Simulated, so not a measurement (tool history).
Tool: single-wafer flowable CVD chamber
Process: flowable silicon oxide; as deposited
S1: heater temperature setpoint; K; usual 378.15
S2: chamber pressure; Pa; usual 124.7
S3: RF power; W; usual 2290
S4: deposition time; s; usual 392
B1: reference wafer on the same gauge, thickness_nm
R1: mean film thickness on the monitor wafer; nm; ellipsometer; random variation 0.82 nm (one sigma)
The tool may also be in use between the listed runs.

run 1 hour=0 | S1=378.15 S2=124.7 S3=2290 S4=337 | B1=259.436 | R1=216.523
run 2 hour=12.3 | S1=378.15 S2=124.7 S3=2290 S4=337 | B1=259.477 | R1=217.169
run 3 hour=32.8 | S1=378.15 S2=124.7 S3=2290 S4=392 | B1=259.279 | R1=253.215
run 4 hour=59.9 | S1=378.15 S2=124.7 S3=2290 S4=392 | B1=258.62 | R1=252.464
run 5 hour=82.2 | S1=378.15 S2=124.7 S3=2290 S4=392 | B1=258.554 | R1=254.509
run 6 hour=114 | S1=378.15 S2=124.7 S3=2290 S4=392 | B1=259.031 | R1=255.197
run 7 hour=146.9 | S1=378.15 S2=124.7 S3=2290 S4=392 | B1=258.695 | R1=255.952
run 8 hour=163.8 | S1=378.15 S2=124.7 S3=2560 S4=368 | B1=258.903 | R1=244.562
run 9 hour=181.5 | S1=378.15 S2=124.7 S3=2290 S4=392 | B1=258.832 | R1=253.913
run 10 hour=216.3 | S1=378.15 S2=124.7 S3=2290 S4=392 | B1=258.887 | R1=255.617
-- hour=241.5 RF generator calibrated
-- hour=249.8 showerhead replaced
run 11 hour=250.3 | S1=378.15 S2=124.7 S3=2290 S4=392 | B1=258.535 | R1=255.01
run 12 hour=266 | S1=378.15 S2=124.7 S3=2290 S4=392 | B1=258.981 | R1=256.063
-- hour=269.9 gauge calibrated
run 13 hour=294.2 | S1=378.15 S2=124.7 S3=2290 S4=392 | B1=258.838 | R1=256.491
run 14 hour=307.6 | S1=378.15 S2=107.3 S3=2290 S4=392 | B1=258.98 | R1=222.314
run 15 hour=343.2 | S1=392.15 S2=124.7 S3=2290 S4=321 | B1=258.943 | R1=141.925
run 16 hour=432.8 | S1=393.15 S2=106.7 S3=1865 S4=422 | B1=258.936 | R1=145.798
run 17 hour=458.3 | S1=378.15 S2=124.7 S3=2090 S4=392 | B1=259.396 | R1=254.04
run 18 hour=484.9 | S1=378.15 S2=149.3 S3=2290 S4=392 | B1=259.087 | R1=310.753
run 19 hour=507.3 | S1=378.15 S2=124.7 S3=2290 S4=343 | B1=258.988 | R1=228.819
run 20 hour=535.1 | S1=378.15 S2=124.7 S3=2290 S4=392 | B1=258.798 | R1=263.616
run 21 hour=562.3 | S1=386.15 S2=124.7 S3=2705 S4=347 | B1=258.701 | R1=190.406
-- hour=578.6 capacitance manometer re-zeroed and calibrated
run 22 hour=585 | S1=378.15 S2=135.2 S3=2430 S4=451 | B1=259.003 | R1=314.884
-- hour=611.2 thermocouple changed; heater temperature recalibrated
run 23 hour=611.7 | S1=378.15 S2=124.7 S3=2290 S4=392 | B1=259.175 | R1=243.084
run 24 hour=638.3 | S1=367.15 S2=155.9 S3=2620 S4=392 | B1=259.19 | R1=433.329
run 25 hour=729.2 | S1=378.15 S2=124.7 S3=2290 S4=392 | B1=258.868 | R1=244.278
run 26 hour=753.9 | S1=378.15 S2=124.7 S3=2290 S4=392 | B1=259.202 | R1=243.748
run 27 hour=779 | S1=372.15 S2=124.7 S3=2605 S4=392 | B1=258.621 | R1=299.65
run 28 hour=792.5 | S1=383.15 S2=124.7 S3=2000 S4=392 | B1=258.772 | R1=202.627
run 29 hour=820.6 | S1=378.15 S2=124.7 S3=2290 S4=360 | B1=258.985 | R1=225.342

Forecast each of these 3 alternatives for the next run:
run A hour=821.1 | S1=378.15 S2=124.7 S3=2290 S4=392 | B1=? | R1=?
run B hour=821.1 | S1=390.15 S2=144.7 S3=2620 S4=392 | B1=? | R1=?
run C hour=821.1 | S1=389.15 S2=124.7 S3=2485 S4=343 | B1=? | R1=?

run=A B1=258.872 R1=243.171
run=B B1=258.872 R1=205.054
run=C B1=258.872 R1=157.795
Without the tool's hidden state the same runs would have given:
run=A R1=241.448
run=B R1=203.72
run=C R1=156.712
